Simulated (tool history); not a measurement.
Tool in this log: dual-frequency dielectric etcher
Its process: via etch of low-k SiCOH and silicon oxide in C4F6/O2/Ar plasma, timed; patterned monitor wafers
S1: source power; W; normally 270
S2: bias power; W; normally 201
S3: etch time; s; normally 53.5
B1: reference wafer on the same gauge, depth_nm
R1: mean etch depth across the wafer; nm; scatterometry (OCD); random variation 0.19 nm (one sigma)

{"run": 1, "hour": 0.0, "S1": 270, "S2": 201, "S3": 62.5, "B1": 121, "R1": 142.7}
{"run": 2, "hour": 9.7, "S1": 270, "S2": 201, "S3": 62.5, "B1": 121, "R1": 142.6}
{"run": 3, "hour": 18.5, "S1": 270, "S2": 201, "S3": 53.5, "B1": 121, "R1": 122.2}
{"run": 4, "hour": 34.4, "S1": 270, "S2": 201, "S3": 53.5, "B1": 121, "R1": 121.8}
{"run": 5, "hour": 46.3, "S1": 270, "S2": 214, "S3": 53.5, "B1": 121, "R1": 124.3}
{"run": 6, "hour": 61.4, "S1": 270, "S2": 214, "S3": 53.5, "B1": 121, "R1": 124.1}
{"run": 7, "hour": 71.5, "S1": 270, "S2": 214, "S3": 53.5, "B1": 121, "R1": 123.8}
{"run": 8, "hour": 85.4, "S1": 270, "S2": 201, "S3": 53.5, "B1": 121, "R1": 121.9}
{"run": 9, "hour": 91.5, "S1": 270, "S2": 201, "S3": 53.5, "B1": 121, "R1": 121.6}
{"run": 10, "hour": 98.5, "S1": 270, "S2": 201, "S3": 50.5, "B1": 121, "R1": 114.5}
{"run": 11, "hour": 106.9, "S1": 270, "S2": 201, "S3": 41, "B1": 121, "R1": 93.3}
{"run": 12, "hour": 122.5, "S1": 270, "S2": 201, "S3": 41, "B1": 121, "R1": 93.1}
{"hour": 157.4, "done": "upper electrode replaced"}
{"run": 13, "hour": 157.9, "S1": 320, "S2": 216, "S3": 53.5, "B1": 121, "R1": 134.1}
{"run": 14, "hour": 158.2, "S1": 320, "S2": 216, "S3": 53.5, "B1": 121, "R1": 134.4}
{"run": 15, "hour": 158.6, "S1": 270, "S2": 201, "S3": 39.5, "B1": 121, "R1": 89.8}
{"run": 16, "hour": 173.0, "S1": 270, "S2": 201, "S3": 53.5, "B1": 121, "R1": 121.1}
{"hour": 200.4, "done": "wet clean of the chamber"}
{"run": 17, "hour": 200.9, "S1": 230, "S2": 216, "S3": 48, "B1": 121, "R1": 104.9}
{"hour": 201.8, "done": "gauge calibrated"}
{"run": 18, "hour": 202.9, "S1": 330, "S2": 201, "S3": 53.5, "B1": 121, "R1": 136.9}
{"run": 19, "hour": 212.3, "S1": 270, "S2": 201, "S3": 50.5, "B1": 121, "R1": 117.3}
{"run": 20, "hour": 226.8, "S1": 310, "S2": 161, "S3": 38, "B1": 121, "R1": 88.8}
{"run": 21, "hour": 235.4, "S1": 240, "S2": 154, "S3": 53.5, "B1": 121, "R1": 108.8}
{"run": 22, "hour": 253.2, "S1": 270, "S2": 201, "S3": 53.5, "B1": 121, "R1": 124.2}
{"hour": 258.0, "done": "bias power generator calibrated"}
{"run": 23, "hour": 262.0, "S1": 250, "S2": 231, "S3": 42, "B1": 121, "R1": 97.6}
{"hour": 275.0, "done": "source power generator calibrated"}
{"run": 24, "hour": 311.4, "S1": 300, "S2": 175, "S3": 47.5, "B1": 121, "R1": 111.4}
{"run": 25, "hour": 328.7, "S1": 290, "S2": 230, "S3": 44, "B1": 121, "R1": 109.1}
{"run": 26, "hour": 335.7, "S1": 270, "S2": 201, "S3": 53.5, "B1": 121, "R1": 123.7}
{"run": 27, "hour": 352.4, "S1": 270, "S2": 201, "S3": 53.5, "B1": 121, "R1": 123.2}
{"run": 28, "hour": 366.1, "S1": 270, "S2": 201, "S3": 53.5, "B1": 121, "R1": 123.4}

Branching from run 28: 3 alternative next runs. What would each branch give?
{"run": "A", "hour": 366.5, "S1": 240, "S2": 201, "S3": 53.5, "B1": "?", "R1": "?"}
{"run": "B", "hour": 366.5, "S1": 270, "S2": 172, "S3": 53.5, "B1": "?", "R1": "?"}
{"run": "C", "hour": 366.5, "S1": 270, "S2": 187, "S3": 53.5, "B1": "?", "R1": "?"}

run=A B1=121 R1=116
run=B B1=121 R1=118
run=C B1=121 R1=120.6
With no hidden state in the tool, these same runs would have given:
run=A R1=116.7
run=B R1=118.7
run=C R1=121.4

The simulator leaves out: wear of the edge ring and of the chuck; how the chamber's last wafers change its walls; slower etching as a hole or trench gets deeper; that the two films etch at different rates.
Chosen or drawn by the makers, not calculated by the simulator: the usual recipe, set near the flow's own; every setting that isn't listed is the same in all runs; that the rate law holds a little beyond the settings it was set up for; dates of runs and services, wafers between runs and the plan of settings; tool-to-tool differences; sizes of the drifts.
